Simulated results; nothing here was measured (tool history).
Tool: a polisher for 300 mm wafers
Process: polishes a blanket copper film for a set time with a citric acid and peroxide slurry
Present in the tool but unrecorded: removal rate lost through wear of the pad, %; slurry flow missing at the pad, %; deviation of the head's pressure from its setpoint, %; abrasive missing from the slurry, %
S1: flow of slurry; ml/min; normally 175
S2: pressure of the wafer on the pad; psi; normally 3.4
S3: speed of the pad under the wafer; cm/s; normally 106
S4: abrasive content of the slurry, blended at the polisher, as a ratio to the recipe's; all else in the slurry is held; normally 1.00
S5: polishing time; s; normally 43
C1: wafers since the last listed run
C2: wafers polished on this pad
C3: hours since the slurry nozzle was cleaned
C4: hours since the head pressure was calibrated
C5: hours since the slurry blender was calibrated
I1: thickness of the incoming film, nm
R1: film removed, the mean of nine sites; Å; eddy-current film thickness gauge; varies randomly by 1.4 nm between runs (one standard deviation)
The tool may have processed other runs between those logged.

| run | hour | S1 | S2 | S3 | S4 | S5 | C1 | C2 | C3 | C4 | C5 | I1 | R1 |
|---|---|---|---|---|---|---|---|---|---|---|---|---|---|
| 1 | 0.0 | 215 | 3.4 | 106 | 1.00 | 43 | 0 | 4000 | 688.9 | 1149.0 | 577.5 | 1116.0 | 983 |
|  | 90.6 | slurry nozzle cleaned |
| 2 | 91.1 | 175 | 3.4 | 106 | 1.00 | 43 | 725 | 4725 | 0.5 | 1240.1 | 668.6 | 1117.0 | 950 |
|  | 104.1 | head pressure recalibrated |
|  | 143.0 | slurry blender recalibrated |
| 3 | 152.4 | 175 | 3.4 | 106 | 1.00 | 43 | 461 | 5187 | 61.8 | 48.3 | 9.4 | 1121.4 | 921 |
| 4 | 206.0 | 175 | 3.4 | 106 | 1.00 | 43 | 431 | 5618 | 115.4 | 101.9 | 63.0 | 1105.0 | 948 |
|  | 263.9 | worn pad replaced by a new one |
| 5 | 282.3 | 175 | 3.4 | 80 | 1.00 | 43 | 582 | 148 | 191.7 | 178.2 | 139.3 | 1087.8 | 708 |
| 6 | 387.4 | 175 | 3.4 | 80 | 1.00 | 43 | 846 | 994 | 296.8 | 283.3 | 244.4 | 1110.0 | 741 |
| 7 | 484.5 | 175 | 3.4 | 106 | 1.00 | 48 | 781 | 1776 | 393.9 | 380.4 | 341.5 | 1090.8 | 1057 |
| 8 | 532.5 | 235 | 3.4 | 106 | 1.25 | 43 | 386 | 2162 | 441.9 | 428.4 | 389.5 | 1129.8 | 1000 |
| 9 | 569.6 | 175 | 3.4 | 106 | 1.25 | 43 | 298 | 2461 | 479.0 | 465.5 | 426.6 | 1115.5 | 976 |
| 10 | 622.4 | 175 | 3.4 | 106 | 1.00 | 43 | 425 | 2886 | 531.8 | 518.3 | 479.4 | 1134.7 | 918 |
| 11 | 669.0 | 225 | 3.9 | 122 | 1.15 | 43 | 375 | 3261 | 578.4 | 564.9 | 526.0 | 1110.9 | 1270 |
| 12 | 766.7 | 175 | 2.6 | 128 | 1.00 | 43 | 786 | 4048 | 676.1 | 662.6 | 623.7 | 1090.7 | 946 |
| 13 | 837.1 | 175 | 3.4 | 106 | 1.00 | 43 | 566 | 4615 | 746.5 | 733.0 | 694.1 | 1093.3 | 921 |
|  | 892.1 | slurry nozzle cleaned |
|  | 906.1 | slurry blender recalibrated |
| 14 | 930.7 | 175 | 3.4 | 106 | 1.00 | 43 | 729 | 5344 | 38.6 | 826.6 | 24.6 | 1092.6 | 927 |
| 15 | 989.5 | 190 | 3.4 | 144 | 1.30 | 29 | 473 | 5817 | 97.4 | 885.4 | 83.4 | 1114.8 | 906 |
|  | 1042.6 | worn pad replaced by a new one |
| 16 | 1086.5 | 175 | 3.4 | 106 | 1.25 | 35 | 748 | 353 | 194.4 | 982.4 | 180.4 | 1104.3 | 803 |
|  | 1170.6 | head pressure recalibrated |
| 17 | 1171.1 | 175 | 3.4 | 106 | 1.00 | 43 | 665 | 1018 | 279.0 | 0.5 | 265.0 | 1112.9 | 945 |
| 18 | 1280.6 | 125 | 2.4 | 76 | 1.00 | 32 | 881 | 1900 | 388.5 | 110.0 | 374.5 | 1130.7 | 362 |
| 19 | 1387.9 | 125 | 4.4 | 106 | 0.85 | 35 | 863 | 2764 | 495.8 | 217.3 | 481.8 | 1117.6 | 883 |
| 20 | 1492.1 | 175 | 3.4 | 106 | 1.00 | 43 | 838 | 3602 | 600.0 | 321.5 | 586.0 | 1092.4 | 923 |
| 21 | 1553.0 | 175 | 3.4 | 106 | 1.00 | 43 | 490 | 4093 | 660.9 | 382.4 | 646.9 | 1123.4 | 946 |
| 22 | 1649.7 | 175 | 3.4 | 106 | 1.00 | 43 | 778 | 4871 | 757.6 | 479.1 | 743.6 | 1111.1 | 938 |
|  | 1685.6 | slurry blender recalibrated |
|  | 1708.6 | slurry nozzle cleaned |
| 23 | 1716.0 | 175 | 3.0 | 106 | 1.00 | 32 | 509 | 5381 | 7.4 | 545.4 | 30.4 | 1103.5 | 642 |
| 24 | 1763.5 | 175 | 3.4 | 106 | 1.00 | 43 | 382 | 5763 | 54.9 | 592.9 | 77.9 | 1118.1 | 919 |
|  | 1773.1 | worn pad replaced by a new one |
| 25 | 1857.2 | 175 | 3.4 | 106 | 0.70 | 35 | 722 | 677 | 148.6 | 686.6 | 171.6 | 1120.2 | 738 |
| 26 | 1951.2 | 175 | 2.3 | 106 | 1.15 | 47 | 756 | 1433 | 242.6 | 780.6 | 265.6 | 1119.7 | 808 |
| 27 | 1991.5 | 175 | 3.4 | 106 | 1.00 | 43 | 324 | 1758 | 282.9 | 820.9 | 305.9 | 1125.4 | 955 |
| 28 | 2039.6 | 195 | 3.4 | 106 | 1.00 | 54 | 387 | 2145 | 331.0 | 869.0 | 354.0 | 1120.6 | 1226 |
|  | 2317.3 | head pressure recalibrated |
|  | 2335.7 | slurry nozzle cleaned |
| 29 | 2339.2 | 210 | 3.4 | 74 | 1.25 | 53 | 2387 | 4533 | 3.5 | 21.9 | 653.6 | 1093.9 | 869 |
|  | 2344.6 | slurry blender recalibrated |
|  | 2403.1 | worn pad replaced by a new one |
| 30 | 2426.4 | 175 | 3.4 | 106 | 1.00 | 43 | 653 | 187 | 90.7 | 109.1 | 81.8 | 1107.2 | 937 |

Give the tool's hidden conditions for every run:
removal rate lost through wear of the pad, %: 0 at every run
slurry flow missing at the pad, %: 0 at every run
deviation of the head's pressure from its setpoint, %: 0 at every run
abrasive missing from the slurry, %: 0 at every run
